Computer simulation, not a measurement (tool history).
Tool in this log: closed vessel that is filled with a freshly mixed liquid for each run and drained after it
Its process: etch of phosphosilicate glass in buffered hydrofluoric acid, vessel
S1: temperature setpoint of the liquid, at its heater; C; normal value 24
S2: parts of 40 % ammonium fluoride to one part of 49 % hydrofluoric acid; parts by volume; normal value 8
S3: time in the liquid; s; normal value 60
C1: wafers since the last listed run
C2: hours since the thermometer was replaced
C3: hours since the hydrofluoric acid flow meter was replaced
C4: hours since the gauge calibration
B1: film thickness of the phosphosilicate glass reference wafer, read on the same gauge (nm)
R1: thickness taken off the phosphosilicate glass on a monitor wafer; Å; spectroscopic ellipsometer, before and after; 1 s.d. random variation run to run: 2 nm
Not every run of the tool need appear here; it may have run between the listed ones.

run 1 hour=0 | S1=24 S2=8 S3=60 | C1=0 C2=829.8 C3=1985.5 C4=554.8 | B1=99.98 | R1=3218.6
run 2 hour=13.6 | S1=24 S2=8 S3=60 | C1=1510 C2=843.4 C3=1999.1 C4=568.4 | B1=100.01 | R1=3168.7
run 3 hour=20.3 | S1=24 S2=8 S3=85 | C1=744 C2=850.1 C3=2005.8 C4=575.1 | B1=99.99 | R1=4545.3
run 4 hour=32.5 | S1=24 S2=8 S3=85 | C1=1355 C2=862.3 C3=2018 C4=587.3 | B1=100 | R1=4577.5
run 5 hour=49.1 | S1=24 S2=7.5 S3=60 | C1=1844 C2=878.9 C3=2034.6 C4=603.9 | B1=100 | R1=3428.3
run 6 hour=59.8 | S1=24 S2=8 S3=60 | C1=1188 C2=889.6 C3=2045.3 C4=614.6 | B1=100 | R1=3210.1
run 7 hour=75.6 | S1=24 S2=8 S3=60 | C1=1755 C2=905.4 C3=2061.1 C4=630.4 | B1=99.96 | R1=3209.4
run 8 hour=88.7 | S1=24 S2=8 S3=60 | C1=1455 C2=918.5 C3=2074.2 C4=643.5 | B1=100.02 | R1=3211.4
-- hour=90.4 hydrofluoric acid flow meter replaced
run 9 hour=105.6 | S1=24 S2=10 S3=45 | C1=1766 C2=935.4 C3=15.2 C4=660.4 | B1=99.99 | R1=1788.1
run 10 hour=114.9 | S1=24 S2=8 S3=60 | C1=1033 C2=944.7 C3=24.5 C4=669.7 | B1=99.99 | R1=2913.1
run 11 hour=130.5 | S1=24 S2=8 S3=60 | C1=1733 C2=960.3 C3=40.1 C4=685.3 | B1=99.98 | R1=2857
run 12 hour=137.4 | S1=28.5 S2=8 S3=30 | C1=766 C2=967.2 C3=47 C4=692.2 | B1=100.01 | R1=1809.4
run 13 hour=143.9 | S1=20.5 S2=9 S3=45 | C1=722 C2=973.7 C3=53.5 C4=698.7 | B1=100.03 | R1=1573.2
run 14 hour=159.3 | S1=24 S2=7 S3=60 | C1=1710 C2=989.1 C3=68.9 C4=714.1 | B1=99.99 | R1=3308.3
run 15 hour=172.8 | S1=24 S2=8 S3=60 | C1=1499 C2=1002.6 C3=82.4 C4=727.6 | B1=100 | R1=2882.8
-- hour=178.6 gauge calibrated
run 16 hour=183.3 | S1=24 S2=8 S3=60 | C1=1166 C2=1013.1 C3=92.9 C4=4.7 | B1=99.99 | R1=2855.8
run 17 hour=191.6 | S1=24 S2=7 S3=45 | C1=922 C2=1021.4 C3=101.2 C4=13 | B1=100.04 | R1=2476.3
-- hour=195.5 thermometer replaced
run 18 hour=203.9 | S1=22.5 S2=9 S3=75 | C1=1255 C2=8.4 C3=113.5 C4=25.3 | B1=100.02 | R1=2907.3
run 19 hour=217.7 | S1=22 S2=8 S3=60 | C1=1533 C2=22.2 C3=127.3 C4=39.1 | B1=100 | R1=2612.6
run 20 hour=230.2 | S1=24 S2=5.5 S3=60 | C1=1388 C2=34.7 C3=139.8 C4=51.6 | B1=99.99 | R1=4120.8
run 21 hour=246.8 | S1=29 S2=6 S3=80 | C1=1844 C2=51.3 C3=156.4 C4=68.2 | B1=100.03 | R1=6673.7
run 22 hour=278.7 | S1=24 S2=8 S3=45 | C1=3543 C2=83.2 C3=188.3 C4=100.1 | B1=100.01 | R1=2174.5

For run 23, what comes out?
run 23 hour=296.7 | S1=26.5 S2=8 S3=60 | C1=1999 C2=101.2 C3=206.3 C4=118.1 | B1=? | R1=?

B1: 99.98
R1: 3307.3 Å
With the hidden condition absent and the run-to-run variation left alone, this run would have shown R1 3265.3 Å.
